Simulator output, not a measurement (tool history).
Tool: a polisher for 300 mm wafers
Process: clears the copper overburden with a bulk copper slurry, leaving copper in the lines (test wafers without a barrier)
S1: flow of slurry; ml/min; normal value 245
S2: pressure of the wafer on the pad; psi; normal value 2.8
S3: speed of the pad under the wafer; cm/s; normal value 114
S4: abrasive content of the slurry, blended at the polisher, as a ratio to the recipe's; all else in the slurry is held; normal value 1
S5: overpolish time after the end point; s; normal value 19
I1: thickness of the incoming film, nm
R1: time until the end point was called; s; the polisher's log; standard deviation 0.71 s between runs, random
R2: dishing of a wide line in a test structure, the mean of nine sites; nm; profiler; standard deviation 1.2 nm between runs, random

run    hour   S1   S2   S3    S4  S5     I1    R1     R2
  1       0  245  2.8  114     1  19  679.4  55.7  101.5
       29.4  -- worn pad replaced by a new one
  2    49.8  245  2.8  104     1  19  673.2  60.7   97.8
  3   107.7  245  2.8  104     1  19  660.2  59.5   97.7
  4   154.3  245  2.8  114     1  19  674.9    55  103.7
      212.4  -- slurry blender recalibrated
  5   223.4  245  2.8  114     1  19  670.9  52.5  104.9
  6   334.4  245  3.6   90     1  19  679.3  52.3  110.2
  7   394.7  245  2.8   84     1  19  675.4  71.4   89.9
      414.3  -- slurry nozzle cleaned
  8   434.5  245  2.8  114     1  29    667  53.7    118
      460.5  -- worn pad replaced by a new one
  9   465.4  245  2.8  114     1  19  667.6  53.6  103.1
        487  -- head pressure recalibrated
 10   525.8  245  2.8   76  1.15  27  674.4  81.5  102.3
 11   602.2  245  3.5   92  1.25  27  674.9  51.5  123.6
 12   632.6  245  3.1  114   0.9  12  661.7    50   85.4
      642.8  -- slurry blender recalibrated
 13   704.2  245  2.8  114   1.2  29  675.3  50.7  119.4
 14   766.4  275  2.8  114     1  19  664.9  51.7  105.2
 15   836.1  245  2.8  114     1  30  676.9  53.5  119.1
      883.8  -- slurry nozzle cleaned
 16   888.6  245  2.8  114     1  19  665.8  53.6    103
      909.3  -- worn pad replaced by a new one
 17   925.9  190  2.8  114     1  19  672.4  55.2  100.3
 18   982.2  245  2.8  114     1  19  672.5  55.6  102.4
 19  1039.6  245  2.8  114     1  19    671  55.2  102.3
     1057.6  -- slurry blender recalibrated
 20  1069.2  245  2.8  114   1.1  19  671.4  50.7  107.2
 21  1111.7  295  2.8  114     1  10  671.9  52.1   76.4
 22    1141  245  1.9  114   0.9  12  674.7  80.2   60.1
 23  1167.1  245  2.8  114     1  19  676.5  53.8  103.3
 24  1217.5  245  2.8  114     1  19  676.6  53.8  103.2
 25  1257.8  245  2.8   74     1  19  669.6  82.1   84.6
 26  1298.5  280  2.8  146     1  14  656.8  40.9    101
 27  1333.8  245  2.8   84     1  19  668.6  73.5   87.8
     1345.8  -- slurry nozzle cleaned
 28  1371.4  325  2.8  114  0.75  19  660.1  54.6    102

Run by run, hidden condition taken away, random variation retained:
The hidden state here: removal rate lost through wear of the pad, %; slurry flow missing at the pad, %; deviation of the head's pressure from its setpoint, %; abrasive missing from the slurry, %.
run    R1     R2
  1    53  103.5
  2  57.2  100.3
  3  55.6  100.7
  4  50.9    107
  5  52.4    105
  6  51.3  111.1
  7  69.5   91.2
  8  51.9  118.9
  9  51.6  104.7
 10  77.6  104.4
 11  48.4  125.7
 12  46.9   88.6
 13  50.1  119.7
 14  50.7  106.1
 15  51.9  119.9
 16  51.5  104.7
 17  52.8  102.3
 18  52.6  104.7
 19  51.7    105
 20    50  107.7
 21  51.2   77.2
 22  78.4     61
 23  52.4  104.4
 24    52  104.6
 25  78.9   86.6
 26    39    103
 27  69.7   90.3
 28  51.5  104.4
